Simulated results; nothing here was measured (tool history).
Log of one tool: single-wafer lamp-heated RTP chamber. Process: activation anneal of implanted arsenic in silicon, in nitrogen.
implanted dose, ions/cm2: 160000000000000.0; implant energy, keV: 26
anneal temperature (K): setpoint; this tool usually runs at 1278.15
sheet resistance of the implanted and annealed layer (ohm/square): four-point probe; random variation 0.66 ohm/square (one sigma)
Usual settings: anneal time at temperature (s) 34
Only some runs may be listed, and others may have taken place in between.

| run | hour | anneal temperature (K) | anneal time at temperature (s) | wafers since the last listed run | wafers since the last pyrometer calibration | wafers since the reflector plate was cleaned | hours since the gauge calibration | read-back reference wafer on the same gauge, sheet resistance | sheet resistance of the implanted and annealed layer (ohm/square) |
|---|---|---|---|---|---|---|---|---|---|
| 1 | 0.0 | 1278.15 | 34 | 0 | 2536 | 8507 | 585.7 | 491.46 | 440.94 |
|  | 60.1 | pyrometer window cleaned and pyrometer calibrated |
| 2 | 107.7 | 1278.15 | 34 | 787 | 375 | 9294 | 693.4 | 490.65 | 439.05 |
| 3 | 131.6 | 1278.15 | 34 | 188 | 564 | 9483 | 717.3 | 490.51 | 438.51 |
| 4 | 164.9 | 1278.15 | 34 | 263 | 827 | 9746 | 750.6 | 490.19 | 439.40 |
| 5 | 186.3 | 1278.15 | 34 | 169 | 996 | 9915 | 772.0 | 489.88 | 439.52 |
| 6 | 221.1 | 1278.15 | 34 | 274 | 1271 | 10190 | 806.8 | 489.53 | 438.15 |
| 7 | 254.1 | 1278.15 | 21 | 260 | 1532 | 10451 | 839.8 | 489.35 | 441.24 |
|  | 268.5 | gauge calibrated |
| 8 | 280.5 | 1278.15 | 21 | 208 | 1740 | 10660 | 12.0 | 493.59 | 443.89 |
| 9 | 315.5 | 1278.15 | 21 | 276 | 2017 | 10936 | 47.0 | 493.28 | 444.13 |
| 10 | 342.7 | 1278.15 | 34 | 214 | 2232 | 11151 | 74.2 | 493.52 | 442.85 |
| 11 | 355.1 | 1269.15 | 25 | 97 | 2330 | 11249 | 86.6 | 493.12 | 443.83 |
| 12 | 373.3 | 1269.15 | 25 | 143 | 2474 | 11393 | 104.8 | 493.20 | 444.85 |
| 13 | 404.4 | 1278.15 | 34 | 245 | 2719 | 11639 | 135.9 | 493.25 | 441.51 |
| 14 | 424.2 | 1278.15 | 42 | 156 | 2876 | 11795 | 155.7 | 493.26 | 441.67 |
| 15 | 455.8 | 1249.15 | 23 | 249 | 3125 | 12045 | 187.3 | 493.13 | 444.38 |
|  | 465.3 | pyrometer window cleaned and pyrometer calibrated |
| 16 | 490.0 | 1253.15 | 44 | 206 | 195 | 12252 | 221.5 | 493.28 | 442.82 |
| 17 | 517.5 | 1251.15 | 20 | 217 | 412 | 12469 | 249.0 | 493.06 | 445.76 |
| 18 | 541.9 | 1300.15 | 18 | 192 | 605 | 12662 | 273.4 | 492.98 | 442.71 |
|  | 594.1 | reflector plate cleaned |
| 19 | 624.3 | 1294.15 | 41 | 587 | 1192 | 238 | 355.8 | 492.56 | 438.88 |
| 20 | 647.3 | 1290.15 | 34 | 181 | 1374 | 419 | 378.8 | 492.56 | 440.63 |
| 21 | 664.5 | 1278.15 | 21 | 135 | 1510 | 555 | 396.0 | 492.38 | 443.55 |
| 22 | 699.6 | 1257.15 | 27 | 277 | 1787 | 833 | 431.1 | 492.21 | 444.92 |
| 23 | 722.1 | 1263.15 | 48 | 177 | 1965 | 1010 | 453.6 | 492.33 | 441.63 |
| 24 | 742.8 | 1256.15 | 34 | 163 | 2129 | 1174 | 474.3 | 492.19 | 442.40 |
| 25 | 755.4 | 1278.15 | 34 | 99 | 2228 | 1273 | 486.9 | 492.07 | 440.37 |
| 26 | 789.7 | 1264.15 | 49 | 270 | 2499 | 1544 | 521.2 | 491.80 | 441.30 |
| 27 | 823.7 | 1278.15 | 34 | 268 | 2768 | 1813 | 555.2 | 491.63 | 441.29 |

What would each run have given without the hidden state, its run-to-run variation left as it was?
Hidden state present: true wafer temperature minus pyrometer reading, K; wafer temperature error from the tarnished reflector plate, K; gauge reads high (%).
| run | sheet resistance of the implanted and annealed layer (ohm/square) |
|---|---|
| 1 | 443.29 |
| 2 | 442.13 |
| 3 | 441.76 |
| 4 | 442.92 |
| 5 | 443.21 |
| 6 | 442.13 |
| 7 | 445.54 |
| 8 | 444.41 |
| 9 | 444.66 |
| 10 | 443.40 |
| 11 | 444.39 |
| 12 | 445.43 |
| 13 | 442.13 |
| 14 | 442.32 |
| 15 | 445.09 |
| 16 | 443.60 |
| 17 | 446.62 |
| 18 | 443.63 |
| 19 | 440.07 |
| 20 | 441.91 |
| 21 | 444.91 |
| 22 | 446.44 |
| 23 | 443.24 |
| 24 | 444.12 |
| 25 | 442.15 |
| 26 | 443.27 |
| 27 | 443.45 |

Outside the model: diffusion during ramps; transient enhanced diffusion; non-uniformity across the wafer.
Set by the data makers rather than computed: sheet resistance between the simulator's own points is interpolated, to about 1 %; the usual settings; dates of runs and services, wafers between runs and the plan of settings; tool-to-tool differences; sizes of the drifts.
